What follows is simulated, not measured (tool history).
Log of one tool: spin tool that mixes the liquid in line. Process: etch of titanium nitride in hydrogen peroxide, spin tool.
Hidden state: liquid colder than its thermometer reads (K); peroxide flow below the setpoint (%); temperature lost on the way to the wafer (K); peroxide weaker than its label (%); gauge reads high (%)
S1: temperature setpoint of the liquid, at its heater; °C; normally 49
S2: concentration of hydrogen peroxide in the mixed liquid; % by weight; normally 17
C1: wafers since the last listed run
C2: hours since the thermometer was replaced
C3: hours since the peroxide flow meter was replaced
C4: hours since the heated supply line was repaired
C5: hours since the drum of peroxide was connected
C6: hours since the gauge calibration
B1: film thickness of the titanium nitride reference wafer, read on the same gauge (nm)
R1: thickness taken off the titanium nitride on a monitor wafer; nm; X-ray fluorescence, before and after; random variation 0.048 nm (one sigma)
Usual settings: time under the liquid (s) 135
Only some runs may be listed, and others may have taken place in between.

{"run": 1, "hour": 0.0, "S1": 46.5, "S2": 17, "time under the liquid (s)": 135, "C1": 0, "C2": 2374.4, "C3": 1288.1, "C4": 3381.9, "C5": 575.1, "C6": 100.5, "B1": 80.01, "R1": 5.03}
{"run": 2, "hour": 16.6, "S1": 46.5, "S2": 17, "time under the liquid (s)": 135, "C1": 134, "C2": 2391, "C3": 1304.7, "C4": 3398.5, "C5": 591.7, "C6": 117.1, "B1": 80, "R1": 5.05}
{"run": 3, "hour": 34.2, "S1": 49, "S2": 14, "time under the liquid (s)": 135, "C1": 142, "C2": 2408.6, "C3": 1322.3, "C4": 3416.1, "C5": 609.3, "C6": 134.7, "B1": 80.01, "R1": 5.86}
{"run": 4, "hour": 50.0, "S1": 49, "S2": 14, "time under the liquid (s)": 135, "C1": 128, "C2": 2424.4, "C3": 1338.1, "C4": 3431.9, "C5": 625.1, "C6": 150.5, "B1": 80.02, "R1": 5.78}
{"run": 5, "hour": 58.6, "S1": 49, "S2": 14, "time under the liquid (s)": 135, "C1": 69, "C2": 2433, "C3": 1346.7, "C4": 3440.5, "C5": 633.7, "C6": 159.1, "B1": 80.03, "R1": 5.87}
{"run": 6, "hour": 67.3, "S1": 49, "S2": 17, "time under the liquid (s)": 135, "C1": 70, "C2": 2441.7, "C3": 1355.4, "C4": 3449.2, "C5": 642.4, "C6": 167.8, "B1": 79.99, "R1": 6.03}
{"run": 7, "hour": 76.5, "S1": 49, "S2": 17, "time under the liquid (s)": 135, "C1": 74, "C2": 2450.9, "C3": 1364.6, "C4": 3458.4, "C5": 651.6, "C6": 177, "B1": 79.99, "R1": 6.04}
{"run": 8, "hour": 130.1, "S1": 49, "S2": 17, "time under the liquid (s)": 135, "C1": 434, "C2": 2504.5, "C3": 1418.2, "C4": 3512, "C5": 705.2, "C6": 230.6, "B1": 80, "R1": 5.99}
{"hour": 133.5, "done": "thermometer replaced"}
{"run": 9, "hour": 147.7, "S1": 49, "S2": 17, "time under the liquid (s)": 135, "C1": 134, "C2": 14.2, "C3": 1435.8, "C4": 3529.6, "C5": 722.8, "C6": 248.2, "B1": 80.02, "R1": 7.67}
{"run": 10, "hour": 154.9, "S1": 49, "S2": 17, "time under the liquid (s)": 135, "C1": 58, "C2": 21.4, "C3": 1443, "C4": 3536.8, "C5": 730, "C6": 255.4, "B1": 79.98, "R1": 7.65}
{"hour": 166.6, "done": "gauge calibrated"}
{"run": 11, "hour": 168.9, "S1": 49, "S2": 17, "time under the liquid (s)": 135, "C1": 113, "C2": 35.4, "C3": 1457, "C4": 3550.8, "C5": 744, "C6": 2.3, "B1": 79.98, "R1": 7.6}
{"hour": 180.8, "done": "heated supply line repaired"}
{"run": 12, "hour": 182.3, "S1": 49, "S2": 17, "time under the liquid (s)": 215, "C1": 100, "C2": 48.8, "C3": 1470.4, "C4": 1.5, "C5": 757.4, "C6": 15.7, "B1": 80.01, "R1": 15.36}
{"run": 13, "hour": 195.0, "S1": 49, "S2": 17, "time under the liquid (s)": 110, "C1": 102, "C2": 61.5, "C3": 1483.1, "C4": 14.2, "C5": 770.1, "C6": 28.4, "B1": 79.97, "R1": 7.77}
{"hour": 201.1, "done": "new drum of peroxide connected"}
{"run": 14, "hour": 209.7, "S1": 49, "S2": 17, "time under the liquid (s)": 195, "C1": 111, "C2": 76.2, "C3": 1497.8, "C4": 28.9, "C5": 8.6, "C6": 43.1, "B1": 80.02, "R1": 13.68}
{"run": 15, "hour": 218.8, "S1": 49, "S2": 20.5, "time under the liquid (s)": 135, "C1": 73, "C2": 85.3, "C3": 1506.9, "C4": 38, "C5": 17.7, "C6": 52.2, "B1": 80.02, "R1": 9.86}
{"run": 16, "hour": 227.9, "S1": 46, "S2": 17, "time under the liquid (s)": 170, "C1": 73, "C2": 94.4, "C3": 1516, "C4": 47.1, "C5": 26.8, "C6": 61.3, "B1": 80.02, "R1": 9.51}
{"hour": 232.7, "done": "peroxide flow meter replaced"}
{"run": 17, "hour": 244.8, "S1": 49, "S2": 17, "time under the liquid (s)": 160, "C1": 128, "C2": 111.3, "C3": 12.1, "C4": 64, "C5": 43.7, "C6": 78.2, "B1": 79.98, "R1": 11.22}
{"run": 18, "hour": 260.8, "S1": 39.5, "S2": 20, "time under the liquid (s)": 195, "C1": 129, "C2": 127.3, "C3": 28.1, "C4": 80, "C5": 59.7, "C6": 94.2, "B1": 79.98, "R1": 6.93}
{"run": 19, "hour": 301.9, "S1": 49, "S2": 21, "time under the liquid (s)": 160, "C1": 333, "C2": 168.4, "C3": 69.2, "C4": 121.1, "C5": 100.8, "C6": 135.3, "B1": 79.97, "R1": 11.65}
{"run": 20, "hour": 308.6, "S1": 46.5, "S2": 17, "time under the liquid (s)": 135, "C1": 54, "C2": 175.1, "C3": 75.9, "C4": 127.8, "C5": 107.5, "C6": 142, "B1": 79.99, "R1": 7.81}

Forecast each of these 3 alternatives for the next run:
{"run": "A", "hour": 309.1, "S1": 44, "S2": 17, "time under the liquid (s)": 135, "C1": 4, "C2": 175.6, "C3": 76.4, "C4": 128.3, "C5": 108, "C6": 142.5, "B1": "?", "R1": "?"}
{"run": "B", "hour": 309.1, "S1": 44.5, "S2": 17, "time under the liquid (s)": 180, "C1": 4, "C2": 175.6, "C3": 76.4, "C4": 128.3, "C5": 108, "C6": 142.5, "B1": "?", "R1": "?"}
{"run": "C", "hour": 309.1, "S1": 41, "S2": 21.5, "time under the liquid (s)": 175, "C1": 4, "C2": 175.6, "C3": 76.4, "C4": 128.3, "C5": 108, "C6": 142.5, "B1": "?", "R1": "?"}

run=A B1=80.02 R1=6.47
run=B B1=80.02 R1=8.95
run=C B1=80.02 R1=7.01
Without the tool's unlogged condition, the same runs would have read:
run=A R1=7.01
run=B R1=9.7
run=C R1=7.61

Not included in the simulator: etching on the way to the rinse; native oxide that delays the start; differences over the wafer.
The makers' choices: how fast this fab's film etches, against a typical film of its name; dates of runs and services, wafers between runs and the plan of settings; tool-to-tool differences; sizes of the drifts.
